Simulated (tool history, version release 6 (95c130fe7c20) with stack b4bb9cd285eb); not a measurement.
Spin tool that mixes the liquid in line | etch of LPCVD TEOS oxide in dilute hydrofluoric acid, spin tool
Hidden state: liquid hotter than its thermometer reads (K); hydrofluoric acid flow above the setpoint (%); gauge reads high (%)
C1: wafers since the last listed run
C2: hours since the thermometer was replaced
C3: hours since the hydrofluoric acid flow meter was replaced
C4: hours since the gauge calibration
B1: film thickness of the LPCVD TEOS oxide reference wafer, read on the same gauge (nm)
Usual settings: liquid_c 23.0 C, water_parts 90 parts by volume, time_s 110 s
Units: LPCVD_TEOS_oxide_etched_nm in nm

Run 1, day 0.000: usual settings but time_s 65 s; C1 0; C2 1630.1; C3 261.8; C4 19.1; B1 130.00. Result: LPCVD_TEOS_oxide_etched_nm 18.87 nm.
Run 2, day 1.646: usual settings but time_s 65 s; C1 367; C2 1669.6; C3 301.3; C4 58.6; B1 130.01. Result: LPCVD_TEOS_oxide_etched_nm 18.85 nm.
Run 3, day 3.804: usual settings but time_s 65 s; C1 481; C2 1721.4; C3 353.1; C4 110.4; B1 129.96. Result: LPCVD_TEOS_oxide_etched_nm 18.79 nm.
Run 4, day 5.838: usual settings; C1 453; C2 1770.2; C3 401.9; C4 159.2; B1 129.97. Result: LPCVD_TEOS_oxide_etched_nm 31.74 nm.
Run 5, day 8.483: usual settings; C1 590; C2 1833.7; C3 465.4; C4 222.7; B1 130.02. Result: LPCVD_TEOS_oxide_etched_nm 31.76 nm.
Run 6, day 10.067: usual settings but water_parts 120 parts by volume, time_s 65 s; C1 353; C2 1871.7; C3 503.4; C4 260.7; B1 130.00. Result: LPCVD_TEOS_oxide_etched_nm 13.63 nm.
Run 7, day 11.592: usual settings but water_parts 120 parts by volume, time_s 65 s; C1 340; C2 1908.3; C3 540.0; C4 297.3; B1 129.99. Result: LPCVD_TEOS_oxide_etched_nm 13.64 nm.
Run 8, day 13.929: usual settings; C1 521; C2 1964.4; C3 596.1; C4 353.4; B1 129.98. Result: LPCVD_TEOS_oxide_etched_nm 32.11 nm.
Run 9, day 14.992: usual settings; C1 237; C2 1989.9; C3 621.6; C4 378.9; B1 130.00. Result: LPCVD_TEOS_oxide_etched_nm 32.06 nm.
Run 10, day 17.008: usual settings; C1 450; C2 2038.3; C3 670.0; C4 427.3; B1 130.01. Result: LPCVD_TEOS_oxide_etched_nm 31.97 nm.
Run 11, day 18.946: usual settings; C1 432; C2 2084.8; C3 716.5; C4 473.8; B1 130.00. Result: LPCVD_TEOS_oxide_etched_nm 32.03 nm.
At day 23.171: hydrofluoric acid flow meter replaced.
Run 12, day 25.042: usual settings; C1 1351; C2 2231.1; C3 44.9; C4 620.1; B1 129.98. Result: LPCVD_TEOS_oxide_etched_nm 31.96 nm.
Run 13, day 27.450: usual settings but water_parts 115 parts by volume, time_s 130 s; C1 537; C2 2288.9; C3 102.7; C4 677.9; B1 130.02. Result: LPCVD_TEOS_oxide_etched_nm 28.85 nm.
At day 28.567: thermometer replaced.
Run 14, day 29.833: usual settings but water_parts 115 parts by volume, time_s 130 s; C1 522; C2 30.4; C3 159.9; C4 735.1; B1 129.97. Result: LPCVD_TEOS_oxide_etched_nm 28.22 nm.
Run 15, day 32.112: usual settings; C1 508; C2 85.1; C3 214.6; C4 789.8; B1 130.00. Result: LPCVD_TEOS_oxide_etched_nm 31.42 nm.
Run 16, day 33.746: usual settings; C1 364; C2 124.3; C3 253.8; C4 829.0; B1 130.01. Result: LPCVD_TEOS_oxide_etched_nm 31.42 nm.
Run 17, day 36.208: usual settings but liquid_c 19.0 C, water_parts 105 parts by volume, time_s 150 s; C1 549; C2 183.4; C3 312.9; C4 888.1; B1 130.04. Result: LPCVD_TEOS_oxide_etched_nm 30.52 nm.
At day 38.058: gauge calibrated.
Run 18, day 39.179: usual settings; C1 663; C2 254.7; C3 384.2; C4 26.9; B1 129.96. Result: LPCVD_TEOS_oxide_etched_nm 31.42 nm.
Run 19, day 40.204: usual settings; C1 228; C2 279.3; C3 408.8; C4 51.5; B1 130.01. Result: LPCVD_TEOS_oxide_etched_nm 31.54 nm.
Run 20, day 41.583: usual settings but liquid_c 18.5 C, water_parts 60 parts by volume, time_s 50 s; C1 307; C2 312.4; C3 441.9; C4 84.6; B1 129.99. Result: LPCVD_TEOS_oxide_etched_nm 18.41 nm.
Run 21, day 43.917: usual settings but liquid_c 26.5 C, time_s 70 s; C1 520; C2 368.4; C3 497.9; C4 140.6; B1 130.02. Result: LPCVD_TEOS_oxide_etched_nm 22.93 nm.
Run 22, day 45.250: usual settings but time_s 135 s; C1 297; C2 400.4; C3 529.9; C4 172.6; B1 129.97. Result: LPCVD_TEOS_oxide_etched_nm 38.52 nm.
Run 23, day 47.050: usual settings but water_parts 125 parts by volume; C1 401; C2 443.6; C3 573.1; C4 215.8; B1 130.01. Result: LPCVD_TEOS_oxide_etched_nm 21.67 nm.
Run 24, day 49.408: usual settings but water_parts 110 parts by volume, time_s 45 s; C1 526; C2 500.2; C3 629.7; C4 272.4; B1 129.98. Result: LPCVD_TEOS_oxide_etched_nm 10.31 nm.
Run 25, day 51.017: usual settings but liquid_c 21.0 C, water_parts 125 parts by volume; C1 359; C2 538.8; C3 668.3; C4 311.0; B1 130.02. Result: LPCVD_TEOS_oxide_etched_nm 20.10 nm.
Run 26, day 52.046: usual settings but liquid_c 19.0 C, water_parts 130 parts by volume, time_s 65 s; C1 229; C2 563.5; C3 693.0; C4 335.7; B1 130.05. Result: LPCVD_TEOS_oxide_etched_nm 10.45 nm.
Run 27, day 53.071: usual settings but water_parts 55 parts by volume; C1 228; C2 588.1; C3 717.6; C4 360.3; B1 130.00. Result: LPCVD_TEOS_oxide_etched_nm 53.95 nm.
At day 53.658: hydrofluoric acid flow meter replaced.
Run 28, day 55.317: usual settings; C1 492; C2 642.0; C3 39.8; C4 414.2; B1 129.98. Result: LPCVD_TEOS_oxide_etched_nm 31.46 nm.
Run 29, day 57.217: usual settings but liquid_c 28.0 C, water_parts 50 parts by volume, time_s 65 s; C1 424; C2 687.6; C3 85.4; C4 459.8; B1 130.05. Result: LPCVD_TEOS_oxide_etched_nm 43.21 nm.
Run 30, day 59.267: usual settings; C1 457; C2 736.8; C3 134.6; C4 509.0; B1 130.01. Result: LPCVD_TEOS_oxide_etched_nm 31.54 nm.

Forecast each of these 3 alternatives for the next run:
Run A, day 59.283: usual settings but liquid_c 27.0 C; C1 3; C2 737.2; C3 135.0; C4 509.4; B1 ?. Result: LPCVD_TEOS_oxide_etched_nm ?.
Run B, day 59.283: usual settings but liquid_c 19.5 C; C1 3; C2 737.2; C3 135.0; C4 509.4; B1 ?. Result: LPCVD_TEOS_oxide_etched_nm ?.
Run C, day 59.283: usual settings but water_parts 75 parts by volume, time_s 85 s; C1 3; C2 737.2; C3 135.0; C4 509.4; B1 ?. Result: LPCVD_TEOS_oxide_etched_nm ?.

run      B1  LPCVD_TEOS_oxide_etched_nm
  A  130.01                       36.69
  B  130.01                       27.16
  C  130.01                       29.59
Without the tool's hidden state the same runs would have given:
run  LPCVD_TEOS_oxide_etched_nm
  A                       36.39
  B                       26.92
  C                       29.34
